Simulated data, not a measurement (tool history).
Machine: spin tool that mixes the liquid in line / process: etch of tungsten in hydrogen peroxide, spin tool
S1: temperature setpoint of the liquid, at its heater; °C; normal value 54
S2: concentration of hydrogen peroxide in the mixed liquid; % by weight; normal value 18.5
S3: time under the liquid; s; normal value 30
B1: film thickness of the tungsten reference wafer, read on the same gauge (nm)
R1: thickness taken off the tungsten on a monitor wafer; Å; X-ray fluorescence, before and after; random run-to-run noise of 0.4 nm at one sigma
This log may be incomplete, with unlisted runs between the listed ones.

{"run": 1, "hour": 0.0, "S1": 54, "S2": 18.5, "S3": 30, "B1": 59.96, "R1": 382.5}
{"run": 2, "hour": 50.8, "S1": 54, "S2": 18.5, "S3": 30, "B1": 60.03, "R1": 382.2}
{"run": 3, "hour": 106.9, "S1": 54, "S2": 18.5, "S3": 30, "B1": 59.98, "R1": 391.4}
{"hour": 111.5, "done": "peroxide flow meter replaced"}
{"run": 4, "hour": 133.5, "S1": 54, "S2": 18.5, "S3": 30, "B1": 59.97, "R1": 389.1}
{"hour": 136.7, "done": "new drum of peroxide connected"}
{"run": 5, "hour": 202.3, "S1": 54, "S2": 18.5, "S3": 30, "B1": 60, "R1": 391}
{"run": 6, "hour": 273.9, "S1": 54, "S2": 18.5, "S3": 30, "B1": 59.97, "R1": 381.2}
{"run": 7, "hour": 333.8, "S1": 54, "S2": 18.5, "S3": 30, "B1": 59.93, "R1": 374.6}
{"hour": 367.9, "done": "gauge calibrated"}
{"run": 8, "hour": 455.0, "S1": 51, "S2": 16.5, "S3": 20, "B1": 60.02, "R1": 201.8}
{"run": 9, "hour": 512.0, "S1": 54, "S2": 18.5, "S3": 30, "B1": 60.02, "R1": 373.9}
{"run": 10, "hour": 541.1, "S1": 54, "S2": 18.5, "S3": 20, "B1": 59.97, "R1": 250.8}
{"hour": 558.2, "done": "new drum of peroxide connected"}
{"run": 11, "hour": 605.6, "S1": 49, "S2": 15.5, "S3": 25, "B1": 60.06, "R1": 208.1}
{"run": 12, "hour": 642.9, "S1": 54, "S2": 18.5, "S3": 30, "B1": 59.99, "R1": 372.3}
{"hour": 655.4, "done": "heated supply line repaired"}
{"hour": 672.7, "done": "thermometer replaced"}
{"run": 13, "hour": 804.4, "S1": 54, "S2": 18.5, "S3": 30, "B1": 60.01, "R1": 422.6}
{"run": 14, "hour": 833.7, "S1": 54, "S2": 18.5, "S3": 30, "B1": 60.04, "R1": 427.8}
{"run": 15, "hour": 891.2, "S1": 64, "S2": 18.5, "S3": 40, "B1": 59.94, "R1": 998.3}
{"hour": 918.8, "done": "new drum of peroxide connected"}
{"run": 16, "hour": 919.3, "S1": 54, "S2": 23.5, "S3": 15, "B1": 59.95, "R1": 239.5}
{"run": 17, "hour": 974.3, "S1": 60.5, "S2": 18.5, "S3": 30, "B1": 60.01, "R1": 614.5}
{"run": 18, "hour": 1008.2, "S1": 58, "S2": 16, "S3": 30, "B1": 60.02, "R1": 490.7}
{"run": 19, "hour": 1048.1, "S1": 54, "S2": 18.5, "S3": 45, "B1": 59.99, "R1": 621.3}
{"run": 20, "hour": 1076.2, "S1": 54, "S2": 18.5, "S3": 30, "B1": 59.98, "R1": 427.1}
{"run": 21, "hour": 1147.0, "S1": 59.5, "S2": 18.5, "S3": 40, "B1": 59.94, "R1": 774.3}
{"run": 22, "hour": 1196.9, "S1": 54, "S2": 18.5, "S3": 50, "B1": 59.98, "R1": 688.9}
{"run": 23, "hour": 1236.7, "S1": 63.5, "S2": 18.5, "S3": 30, "B1": 60, "R1": 718.8}
{"run": 24, "hour": 1305.1, "S1": 63.5, "S2": 16, "S3": 30, "B1": 60.02, "R1": 671.1}
{"hour": 1333.2, "done": "new drum of peroxide connected"}
{"run": 25, "hour": 1370.6, "S1": 46, "S2": 18.5, "S3": 20, "B1": 59.97, "R1": 171.1}

5 ways to go on from here, each from the tool as it stands after run 25. What would each give?
{"run": "A", "hour": 1371.0, "S1": 54, "S2": 18.5, "S3": 30, "B1": "?", "R1": "?"}
{"run": "B", "hour": 1371.0, "S1": 49, "S2": 22.5, "S3": 15, "B1": "?", "R1": "?"}
{"run": "C", "hour": 1371.0, "S1": 45, "S2": 20.5, "S3": 30, "B1": "?", "R1": "?"}
{"run": "D", "hour": 1371.0, "S1": 54, "S2": 14.5, "S3": 30, "B1": "?", "R1": "?"}
{"run": "E", "hour": 1371.0, "S1": 49, "S2": 18.5, "S3": 50, "B1": "?", "R1": "?"}

run=A B1=59.96 R1=413.5
run=B B1=59.96 R1=168.2
run=C B1=59.96 R1=250.1
run=D B1=59.96 R1=366
run=E B1=59.96 R1=508.5
Take away the tool's hidden state, keep each run's random variation, and the runs would have read:
run=A R1=428
run=B R1=174.4
run=C R1=259.5
run=D R1=378.9
run=E R1=527
